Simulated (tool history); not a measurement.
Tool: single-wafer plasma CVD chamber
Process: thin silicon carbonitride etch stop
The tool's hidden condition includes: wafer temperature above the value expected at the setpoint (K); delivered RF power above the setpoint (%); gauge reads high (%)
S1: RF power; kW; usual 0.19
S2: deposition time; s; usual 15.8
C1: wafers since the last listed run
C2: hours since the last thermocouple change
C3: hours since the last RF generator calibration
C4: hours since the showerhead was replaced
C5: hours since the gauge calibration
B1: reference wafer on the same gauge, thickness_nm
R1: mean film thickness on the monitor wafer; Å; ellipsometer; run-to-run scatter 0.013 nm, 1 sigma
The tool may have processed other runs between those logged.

run	hour	S1	S2	C1	C2	C3	C4	C5	B1	R1
1	0	0.19	15.8	0	1164.6	293.3	4282.2	371.1	8.069	86.75
2	32.9	0.19	15.8	1197	1197.5	326.2	4315.1	404	8.072	86.6
3	50.4	0.19	15.8	637	1215	343.7	4332.6	421.5	8.066	86.87
4	65.6	0.19	16.6	553	1230.2	358.9	4347.8	436.7	8.068	91.04
5	85.4	0.19	15.8	720	1250	378.7	4367.6	456.5	8.07	86.72
6	98	0.19	15.8	458	1262.6	391.3	4380.2	469.1	8.066	86.54
7	130.7	0.19	15.8	1190	1295.3	424	4412.9	501.8	8.064	86.61
8	144.1	0.19	15.8	487	1308.7	437.4	4426.3	515.2	8.073	86.8
9	162.2	0.19	15.8	659	1326.8	455.5	4444.4	533.3	8.068	86.71
10	180.1	0.19	15.8	651	1344.7	473.4	4462.3	551.2	8.07	86.65
11	201.5	0.19	17.5	779	1366.1	494.8	4483.7	572.6	8.075	95.77
12	233.1	0.19	15.8	1150	1397.7	526.4	4515.3	604.2	8.073	86.65
13	334.7	0.2	15.8	3699	1499.3	628	4616.9	705.8	8.068	87.98
14	360.8	0.2	15.8	950	1525.4	654.1	4643	731.9	8.07	87.86
# hour 369.8: showerhead replaced
15	388.3	0.2	15.8	710	1552.9	681.6	18.5	759.4	8.068	87.87
# hour 402.1: gauge calibrated
16	415.1	0.19	13.8	975	1579.7	708.4	45.3	13	8.07	75.51
17	432.5	0.19	13.8	633	1597.1	725.8	62.7	30.4	8.07	75.49
18	468.4	0.225	15.8	1307	1633	761.7	98.6	66.3	8.067	91.36
# hour 551.5: RF generator calibrated
19	552	0.17	13	2752	1716.6	0.5	182.2	149.9	8.069	68.99
20	584.6	0.225	14.9	1187	1749.2	33.1	214.8	182.5	8.067	86.69
21	608.1	0.165	13.5	855	1772.7	56.6	238.3	206	8.069	71.08
22	641.8	0.16	14.5	1227	1806.4	90.3	272	239.7	8.069	75.38
23	659.7	0.17	13.9	651	1824.3	108.2	289.9	257.6	8.07	73.66
24	676.2	0.16	13	600	1840.8	124.7	306.4	274.1	8.068	67.64
25	709.6	0.22	15.8	1216	1874.2	158.1	339.8	307.5	8.066	90.93
# hour 739.5: thermocouple changed; heater temperature recalibrated
26	740	0.21	16.9	815	0.5	188.5	370.2	337.9	8.065	96.05
27	775.5	0.18	15.8	1292	36	224	405.7	373.4	8.071	85.3
28	795.6	0.19	15.8	731	56.1	244.1	425.8	393.5	8.072	86.73
29	830.3	0.21	14.6	1263	90.8	278.8	460.5	428.2	8.069	83.03
30	850.7	0.19	15.8	742	111.2	299.2	480.9	448.6	8.066	86.63
31	879.1	0.17	17.2	1034	139.6	327.6	509.3	477	8.067	91.05
32	899.8	0.19	15.8	753	160.3	348.3	530	497.7	8.068	86.77
33	921.6	0.175	14.7	793	182.1	370.1	551.8	519.5	8.078	78.33
34	953.3	0.215	14.2	1154	213.8	401.8	583.5	551.2	8.069	81

Take each entry between the runs: how does the hidden state at the last listed run before it differ from the hidden state at the first listed run after it?
In the gap between runs 14 and 15: showerhead replaced (hour 369.8)
  delivered RF power above the setpoint (%): -1.88 -> -1.96
  measured less the result without the state, R1: -0.56 -> -0.57 Å
In the gap between runs 15 and 16: gauge calibrated (hour 402.1)
  delivered RF power above the setpoint (%): -1.96 -> -2.03
  measured less the result without the state, R1: -0.57 -> -0.51 Å
In the gap between runs 18 and 19: RF generator calibrated (hour 551.5)
  delivered RF power above the setpoint (%): -2.17 -> -0.0839
  measured less the result without the state, R1: -0.66 -> -0.02 Å
In the gap between runs 25 and 26: thermocouple changed; heater temperature recalibrated (hour 739.5)
  delivered RF power above the setpoint (%): -0.502 -> -0.583
  measured less the result without the state, R1: -0.16 -> -0.18 Å
